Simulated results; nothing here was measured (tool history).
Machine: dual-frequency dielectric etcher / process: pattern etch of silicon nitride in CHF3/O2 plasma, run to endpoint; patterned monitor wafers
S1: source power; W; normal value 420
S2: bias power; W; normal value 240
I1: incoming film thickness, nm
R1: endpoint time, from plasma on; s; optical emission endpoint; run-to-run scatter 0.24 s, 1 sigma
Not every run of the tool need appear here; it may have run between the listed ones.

run   hour   S1   S2    I1    R1
  1    0.0  420  240  59.8  39.3
  2    8.3  420  240  60.1  39.9
  3   15.7  420  240  59.3  39.4
  4   38.8  420  240  59.8  40.0
  5   48.7  420  240  60.2  39.8
  6   62.0  420  240  59.4  39.4
  7   74.2  420  240  60.1  39.7
  8   88.7  420  240  59.7  39.9
  9  102.3  420  240  60.6  40.0
 10  111.8  420  240  60.5  40.7
 11  125.6  420  240  60.7  40.5
 12  134.3  420  240  60.0  40.3
     167.5  -- wet clean of the chamber
 13  168.0  420  204  59.8  40.6
 14  168.4  420  255  60.1  38.0
     197.9  -- upper electrode replaced
 15  198.4  420  255  59.7  37.9
 16  198.7  350  240  60.0  40.9
 17  206.4  490  273  60.8  35.4
     222.6  -- bias power generator calibrated
 18  223.1  370  279  60.0  38.2
 19  236.1  340  240  60.0  41.3
 20  246.6  360  271  60.1  39.0
 21  263.3  420  255  59.7  37.8
 22  287.4  380  202  59.9  42.6
 23  305.0  420  289  60.2  36.7
     315.1  -- source power generator calibrated
 24  315.6  390  263  59.3  38.3
 25  352.6  420  298  61.1  37.0
 26  364.2  420  240  60.3  39.4
 27  373.6  350  221  59.9  42.6
 28  389.5  330  295  60.5  39.5
 29  398.1  420  240  59.8  38.8
 30  415.2  420  240  59.9  39.3
 31  426.5  420  240  59.5  39.4
 32  436.2  500  240  59.5  36.7

The tool's hidden state at each run:
source power that arrives over what is set, %: 0, the same for each run
bias power that arrives over what is set, %: 0, the same for each run
H1: etch rate over this chamber's usual, %
run      H1
  1   -2.88
  2   -2.93
  3   -2.98
  4   -3.12
  5   -3.17
  6   -3.25
  7   -3.33
  8   -3.41
  9   -3.49
 10   -3.55
 11   -3.63
 12   -3.68
 13  -0.269
 14  -0.272
 15   -0.45
 16  -0.452
 17  -0.498
 18  -0.598
 19  -0.675
 20  -0.738
 21  -0.837
 22  -0.981
 23   -1.09
 24   -1.15
 25   -1.37
 26   -1.44
 27   -1.49
 28   -1.59
 29   -1.64
 30   -1.74
 31   -1.81
 32   -1.87
